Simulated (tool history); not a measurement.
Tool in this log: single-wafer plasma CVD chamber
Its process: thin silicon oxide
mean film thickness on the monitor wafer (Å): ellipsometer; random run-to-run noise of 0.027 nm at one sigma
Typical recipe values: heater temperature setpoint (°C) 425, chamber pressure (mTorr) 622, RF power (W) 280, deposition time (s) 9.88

| run | hour | heater temperature setpoint (°C) | chamber pressure (mTorr) | RF power (W) | deposition time (s) | wafers since the last listed run | hours since the last thermocouple change | hours since the last RF generator calibration | hours since the last manometer calibration | hours since the showerhead was replaced | hours since the gauge calibration | read-back reference wafer on the same gauge, thickness_nm | mean film thickness on the monitor wafer (Å) |
|---|---|---|---|---|---|---|---|---|---|---|---|---|---|
| 1 | 0 | 431 | 622 | 280 | 9.88 | 0 | 874.8 | 1732.5 | 1799.3 | 4756.8 | 130.8 | 15.508 | 146.4 |
| 2 | 16 | 431 | 622 | 280 | 9.88 | 599 | 890.8 | 1748.5 | 1815.3 | 4772.8 | 146.8 | 15.504 | 146.77 |
| 3 | 30.4 | 431 | 622 | 280 | 9.88 | 539 | 905.2 | 1762.9 | 1829.7 | 4787.2 | 161.2 | 15.514 | 146.99 |
| 4 | 46.3 | 425 | 665 | 280 | 9.88 | 595 | 921.1 | 1778.8 | 1845.6 | 4803.1 | 177.1 | 15.502 | 157.56 |
| 5 | 52.9 | 425 | 665 | 280 | 9.88 | 247 | 927.7 | 1785.4 | 1852.2 | 4809.7 | 183.7 | 15.506 | 157.73 |
| 6 | 63.4 | 425 | 665 | 280 | 9.88 | 393 | 938.2 | 1795.9 | 1862.7 | 4820.2 | 194.2 | 15.492 | 157.15 |
| 7 | 71.3 | 425 | 622 | 280 | 9.88 | 296 | 946.1 | 1803.8 | 1870.6 | 4828.1 | 202.1 | 15.513 | 147.96 |
|  | 87.5 | capacitance manometer re-zeroed and calibrated |
| 8 | 88 | 425 | 578 | 280 | 9.88 | 326 | 962.8 | 1820.5 | 0.5 | 4844.8 | 218.8 | 15.494 | 125.62 |
| 9 | 89.5 | 425 | 578 | 280 | 9.88 | 56 | 964.3 | 1822 | 2 | 4846.3 | 220.3 | 15.511 | 125.59 |
| 10 | 96.3 | 425 | 578 | 280 | 9.88 | 254 | 971.1 | 1828.8 | 8.8 | 4853.1 | 227.1 | 15.498 | 126.05 |
| 11 | 112.1 | 432 | 622 | 280 | 9.88 | 592 | 986.9 | 1844.6 | 24.6 | 4868.9 | 242.9 | 15.496 | 135.5 |
|  | 122.8 | RF generator calibrated |
| 12 | 123.3 | 435 | 622 | 280 | 9.33 | 119 | 998.1 | 0.5 | 35.8 | 4880.1 | 254.1 | 15.493 | 128.06 |
|  | 125.4 | gauge calibrated |
| 13 | 135.7 | 425 | 622 | 280 | 9.88 | 464 | 1010.5 | 12.9 | 48.2 | 4892.5 | 10.3 | 15.489 | 136.09 |
|  | 148.3 | thermocouple changed; heater temperature recalibrated |
| 14 | 148.8 | 425 | 578 | 280 | 9.88 | 191 | 0.5 | 26 | 61.3 | 4905.6 | 23.4 | 15.5 | 126.67 |
| 15 | 151 | 425 | 731 | 280 | 11.5 | 82 | 2.7 | 28.2 | 63.5 | 4907.8 | 25.6 | 15.487 | 185.85 |
|  | 168.3 | showerhead replaced |
| 16 | 168.8 | 425 | 622 | 280 | 9.88 | 367 | 20.5 | 46 | 81.3 | 0.5 | 43.4 | 15.508 | 136.72 |
| 17 | 175.3 | 433 | 693 | 320 | 8.23 | 243 | 27 | 52.5 | 87.8 | 7 | 49.9 | 15.497 | 134.67 |
| 18 | 186.6 | 435 | 739 | 280 | 10.88 | 423 | 38.3 | 63.8 | 99.1 | 18.3 | 61.2 | 15.502 | 177.07 |
| 19 | 193.9 | 431 | 622 | 260 | 9.88 | 273 | 45.6 | 71.1 | 106.4 | 25.6 | 68.5 | 15.499 | 131.94 |
| 20 | 206.8 | 416 | 622 | 295 | 9.88 | 483 | 58.5 | 84 | 119.3 | 38.5 | 81.4 | 15.501 | 140.87 |
| 21 | 222.2 | 425 | 555 | 280 | 11.79 | 577 | 73.9 | 99.4 | 134.7 | 53.9 | 96.8 | 15.512 | 146.49 |
| 22 | 233.4 | 425 | 482 | 280 | 9.88 | 419 | 85.1 | 110.6 | 145.9 | 65.1 | 108 | 15.498 | 106.66 |

Each run again, without the hidden state but with its own random variation kept:
Hidden state present: wafer temperature above the value expected at the setpoint (K); delivered RF power above the setpoint (%); true pressure above the setpoint (%); gauge reads high (%).
| run | mean film thickness on the monitor wafer (Å) |
|---|---|
| 1 | 133.38 |
| 2 | 133.71 |
| 3 | 133.9 |
| 4 | 143.89 |
| 5 | 144.04 |
| 6 | 143.5 |
| 7 | 134.75 |
| 8 | 124.69 |
| 9 | 124.63 |
| 10 | 124.97 |
| 11 | 134.05 |
| 12 | 126.5 |
| 13 | 134.22 |
| 14 | 124.72 |
| 15 | 183.07 |
| 16 | 134.29 |
| 17 | 132.28 |
| 18 | 173.71 |
| 19 | 129.21 |
| 20 | 137.76 |
| 21 | 142.88 |
| 22 | 103.9 |
